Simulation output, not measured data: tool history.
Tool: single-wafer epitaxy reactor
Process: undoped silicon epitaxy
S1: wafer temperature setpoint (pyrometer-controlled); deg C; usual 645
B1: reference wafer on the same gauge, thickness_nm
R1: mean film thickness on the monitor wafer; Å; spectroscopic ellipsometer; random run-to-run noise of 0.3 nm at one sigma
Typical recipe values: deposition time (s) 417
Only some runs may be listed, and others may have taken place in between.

Run 1, hour 0: usual settings but deposition time (s) 483; B1 61.918. Result: R1 807.54 Å.
Run 2, hour 41.7: usual settings but deposition time (s) 483; B1 62.026. Result: R1 817.66 Å.
Run 3, hour 81.6: usual settings but deposition time (s) 483; B1 61.918. Result: R1 813.4 Å.
At hour 160.5: pyrometer calibrated.
Run 4, hour 186.4: usual settings; B1 62.007. Result: R1 662.12 Å.
Run 5, hour 422.3: usual settings; B1 61.913. Result: R1 679.54 Å.
Run 6, hour 512: usual settings but S1 652 deg C, deposition time (s) 393; B1 62.036. Result: R1 742.6 Å.
Run 7, hour 647.1: usual settings; B1 61.989. Result: R1 687.17 Å.
Run 8, hour 737.2: usual settings; B1 61.978. Result: R1 689.74 Å.
Run 9, hour 813.2: usual settings but S1 640 deg C, deposition time (s) 367; B1 62.02. Result: R1 554.07 Å.
Run 10, hour 998.4: usual settings but S1 640 deg C, deposition time (s) 367; B1 62.011. Result: R1 549.43 Å.
Run 11, hour 1069.4: usual settings; B1 61.927. Result: R1 694.92 Å.
Run 12, hour 1127.6: usual settings; B1 61.891. Result: R1 691.5 Å.
At hour 1180.2: pyrometer calibrated.
Run 13, hour 1180.7: usual settings; B1 61.988. Result: R1 658.18 Å.
Run 14, hour 1272.7: usual settings; B1 62.026. Result: R1 676.45 Å.
Run 15, hour 1315.4: usual settings but S1 635 deg C, deposition time (s) 477; B1 62.076. Result: R1 625.25 Å.
At hour 1343.3: gauge calibrated.
Run 16, hour 1417.3: usual settings but S1 635 deg C, deposition time (s) 477; B1 62.018. Result: R1 633.01 Å.
Run 17, hour 1456.2: usual settings but S1 635 deg C, deposition time (s) 477; B1 61.924. Result: R1 635.38 Å.
Run 18, hour 1525.9: usual settings but deposition time (s) 467; B1 62.11. Result: R1 768.52 Å.
Run 19, hour 1570.3: usual settings but deposition time (s) 467; B1 62.081. Result: R1 770.1 Å.
Run 20, hour 1606.5: usual settings; B1 61.927. Result: R1 690.78 Å.
Run 21, hour 1681.9: usual settings; B1 61.96. Result: R1 690.13 Å.
Run 22, hour 1975.4: usual settings; B1 62.033. Result: R1 691.27 Å.
Run 23, hour 2033.8: usual settings but S1 635 deg C, deposition time (s) 477; B1 61.906. Result: R1 649.83 Å.
Run 24, hour 2113.2: usual settings but S1 640 deg C, deposition time (s) 473; B1 61.92. Result: R1 711.18 Å.
Run 25, hour 2181.6: usual settings but S1 641 deg C; B1 61.989. Result: R1 642.69 Å.
Run 26, hour 2239.4: usual settings; B1 62.053. Result: R1 700.93 Å.
At hour 2323.2: pyrometer calibrated.
Run 27, hour 2411.7: usual settings but S1 657 deg C; B1 61.949. Result: R1 857.16 Å.
Run 28, hour 2480.2: usual settings but S1 640 deg C, deposition time (s) 352; B1 62.046. Result: R1 520.56 Å.
Run 29, hour 2573.4: usual settings but S1 640 deg C, deposition time (s) 382; B1 62.038. Result: R1 565.03 Å.
Run 30, hour 2649.9: usual settings but S1 659 deg C, deposition time (s) 486; B1 62.013. Result: R1 1065.31 Å.
Run 31, hour 2703.2: usual settings; B1 61.934. Result: R1 693.94 Å.
Run 32, hour 2794.5: usual settings; B1 61.95. Result: R1 699.79 Å.
Run 33, hour 2877: usual settings but S1 636 deg C, deposition time (s) 370; B1 62.015. Result: R1 514.78 Å.
Run 34, hour 2978.9: usual settings but S1 636 deg C; B1 62.081. Result: R1 579.46 Å.
Run 35, hour 3075.4: usual settings but S1 656 deg C; B1 62.019. Result: R1 869.19 Å.
Run 36, hour 3145: usual settings; B1 61.966. Result: R1 704.36 Å.
At hour 3187.3: pyrometer calibrated.
Run 37, hour 3220.2: usual settings but S1 640 deg C, deposition time (s) 486; B1 62.033. Result: R1 699.71 Å.
Run 38, hour 3356.1: usual settings but S1 659 deg C, deposition time (s) 477; B1 61.959. Result: R1 1023.42 Å.
Run 39, hour 3638.9: usual settings but deposition time (s) 489; B1 61.973. Result: R1 815.93 Å.
Run 40, hour 3709.3: usual settings but S1 655 deg C, deposition time (s) 354; B1 62.076. Result: R1 719.82 Å.
At hour 3762.2: gauge calibrated.
Run 41, hour 3795.6: usual settings; B1 62.116. Result: R1 703.33 Å.

Each row is a separate what-if for the run after 41, all from the same tool condition, not one after another. Results?
Run A, hour 3796.1: usual settings; B1 ?. Result: R1 ?.
Run B, hour 3796.1: usual settings but S1 631 deg C, deposition time (s) 348; B1 ?. Result: R1 ?.
Run C, hour 3796.1: usual settings but S1 652 deg C; B1 ?. Result: R1 ?.
Run D, hour 3796.1: usual settings but S1 636 deg C, deposition time (s) 453; B1 ?. Result: R1 ?.

run      B1      R1
  A  61.901  695.44
  B  61.901  435.65
  C  61.901  800.27
  D  61.901  628.86
With the hidden condition removed and each run's random variation left untouched, the same runs would have given:
run      R1
  A  661.45
  B  413.77
  C  761.69
  D  597.57
